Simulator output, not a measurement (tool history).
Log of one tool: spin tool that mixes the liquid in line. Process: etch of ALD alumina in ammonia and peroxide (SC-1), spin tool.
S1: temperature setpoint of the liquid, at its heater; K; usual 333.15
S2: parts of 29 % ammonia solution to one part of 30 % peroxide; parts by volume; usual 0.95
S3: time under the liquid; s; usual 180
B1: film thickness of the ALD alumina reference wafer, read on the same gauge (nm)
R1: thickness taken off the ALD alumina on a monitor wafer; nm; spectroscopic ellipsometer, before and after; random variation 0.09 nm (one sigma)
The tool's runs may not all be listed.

run,hour,S1,S2,S3,B1,R1
1,0,333.15,1.05,180,30.07,16.82
# hour 119.8: thermometer replaced
2,120.3,333.15,1.05,180,30.05,16.8
3,186,333.15,0.95,180,29.99,16.66
4,253.3,333.15,0.95,180,29.99,16.58
5,313.5,333.15,0.95,180,30,16.55
# hour 338.5: new drum of ammonia solution connected
6,370.5,333.15,0.6,255,30.03,22.4
7,399.6,333.15,0.6,255,29.99,22.55
8,503.9,333.15,0.6,255,30,22.42
9,565.8,337.65,0.95,180,29.95,21
10,617.3,333.15,0.95,180,30,16.56
11,676.5,333.15,0.95,180,30.04,16.53
# hour 689.7: gauge calibrated
12,709.5,333.15,0.95,180,30.01,16.59
# hour 743.3: ammonia flow meter replaced
13,747.9,326.15,1.2,180,29.97,11.8
14,784.5,333.15,0.95,180,30,16.64
# hour 836.5: thermometer replaced
15,840.2,336.65,1.2,70,30.03,7.88
# hour 888.5: heated supply line repaired
# hour 902: new drum of ammonia solution connected
16,1038.7,324.65,0.75,290,29.97,16.69
17,1100.9,333.15,0.55,180,29.96,15.64
18,1165.7,333.15,0.95,180,29.97,16.63
19,1230.5,325.65,0.75,80,30.02,4.87
20,1267.3,333.15,0.95,180,29.98,16.62
21,1328.2,333.15,0.55,230,30.01,20.16
22,1357.6,333.15,0.95,180,29.98,16.62
23,1428.4,333.15,1.05,180,30.02,16.69
# hour 1430.5: thermometer replaced
24,1498.9,326.65,1.2,215,30.07,14.44

Forecast each of these 3 alternatives for the next run:
A,1499.4,333.15,1.15,180,?,?
B,1499.4,333.15,1.2,290,?,?
C,1499.4,341.15,0.95,80,?,?

run,B1,R1
A,29.98,16.89
B,29.98,27.32
C,29.98,10.99
Without the tool's hidden state the same runs would have given:
run,R1
A,16.89
B,27.32
C,10.99
